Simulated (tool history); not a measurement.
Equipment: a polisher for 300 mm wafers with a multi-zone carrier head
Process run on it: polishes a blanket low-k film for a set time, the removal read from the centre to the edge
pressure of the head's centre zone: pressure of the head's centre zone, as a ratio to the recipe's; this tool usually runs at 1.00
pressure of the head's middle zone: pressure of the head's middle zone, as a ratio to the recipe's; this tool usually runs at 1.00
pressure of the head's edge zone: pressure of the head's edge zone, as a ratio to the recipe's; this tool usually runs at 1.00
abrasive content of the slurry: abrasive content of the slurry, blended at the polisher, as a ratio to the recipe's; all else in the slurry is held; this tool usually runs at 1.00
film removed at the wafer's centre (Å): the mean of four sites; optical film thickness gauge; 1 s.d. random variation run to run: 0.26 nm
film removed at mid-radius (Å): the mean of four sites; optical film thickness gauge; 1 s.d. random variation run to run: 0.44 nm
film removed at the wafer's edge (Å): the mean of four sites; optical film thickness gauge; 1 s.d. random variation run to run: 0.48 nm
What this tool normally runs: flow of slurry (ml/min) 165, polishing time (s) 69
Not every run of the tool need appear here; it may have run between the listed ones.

run	hour	flow of slurry (ml/min)	pressure of the head's centre zone	pressure of the head's middle zone	pressure of the head's edge zone	abrasive content of the slurry	polishing time (s)	incoming thickness of the incoming film, nm	film removed at the wafer's centre (Å)	film removed at mid-radius (Å)	film removed at the wafer's edge (Å)
1	0.0	165	1.00	0.97	1.00	1.00	69	660.3	355	366	367
# hour 26.8: carrier head's membrane replaced by a new one
2	69.3	165	1.00	0.97	1.00	1.00	69	671.0	355	365	353
3	124.0	165	1.00	1.00	1.00	1.00	69	653.6	357	373	356
# hour 169.2: worn pad replaced by a new one
4	190.7	165	1.00	1.00	1.00	1.00	69	674.0	360	378	356
5	234.0	165	1.00	1.00	1.00	1.00	69	661.1	359	369	347
6	288.5	165	1.00	1.00	1.00	1.10	69	664.2	379	391	374
# hour 299.3: slurry nozzle cleaned
7	339.8	165	1.00	1.00	1.00	1.00	61	656.4	316	323	311
# hour 392.9: worn pad replaced by a new one
8	404.8	165	1.00	1.00	1.00	1.00	61	669.6	318	326	320
9	457.1	165	1.00	1.00	1.00	1.00	69	660.6	359	373	355
# hour 471.0: edge zone pressure recalibrated
10	509.7	165	1.00	1.00	1.00	1.00	69	665.8	354	364	359
11	561.0	165	1.00	1.00	1.00	1.00	61	653.6	315	327	315
# hour 632.0: worn pad replaced by a new one
12	632.5	165	1.00	1.00	1.00	1.00	61	673.1	317	326	321
# hour 641.6: centre zone pressure recalibrated
13	661.4	165	1.00	1.05	1.00	0.90	69	660.3	330	346	326
# hour 676.3: slurry nozzle cleaned
14	697.0	200	1.00	1.00	1.00	1.00	69	658.9	367	380	369
15	738.4	165	1.00	1.00	1.00	1.00	69	656.7	357	373	349
# hour 783.5: carrier head's membrane replaced by a new one
16	803.3	135	1.10	1.07	1.00	1.00	79	648.7	430	426	387
# hour 841.6: worn pad replaced by a new one
17	875.2	130	0.88	1.00	0.96	1.00	83	655.5	361	435	409
18	899.3	165	1.00	1.00	1.00	1.00	88	657.9	453	467	457
# hour 941.6: edge zone pressure recalibrated
19	961.7	115	1.00	1.00	1.00	1.00	69	652.4	328	347	341
20	1007.2	165	1.00	1.00	1.00	1.00	69	652.4	361	376	361
# hour 1009.2: slurry nozzle cleaned
21	1067.6	165	0.90	0.90	1.06	1.20	69	653.8	354	392	401

Alternative continuations, all from the tool just after run 21; predict every row:
A	1068.1	165	1.00	1.00	1.00	1.00	69	663.5	?	?	?
B	1068.1	185	1.00	1.00	1.00	1.00	69	663.5	?	?	?
C	1068.1	165	1.04	1.00	1.00	1.10	89	663.5	?	?	?
D	1068.1	165	1.00	1.05	1.00	1.25	61	663.5	?	?	?

run	film removed at the wafer's centre (Å)	film removed at mid-radius (Å)	film removed at the wafer's edge (Å)
A	355	379	356
B	362	386	360
C	507	520	489
D	359	396	360
The same runs, with their run-to-run variation unchanged, on a tool lacking any hidden condition would have given:
run	film removed at the wafer's centre (Å)	film removed at mid-radius (Å)	film removed at the wafer's edge (Å)
A	355	379	356
B	362	386	360
C	507	520	489
D	359	396	360

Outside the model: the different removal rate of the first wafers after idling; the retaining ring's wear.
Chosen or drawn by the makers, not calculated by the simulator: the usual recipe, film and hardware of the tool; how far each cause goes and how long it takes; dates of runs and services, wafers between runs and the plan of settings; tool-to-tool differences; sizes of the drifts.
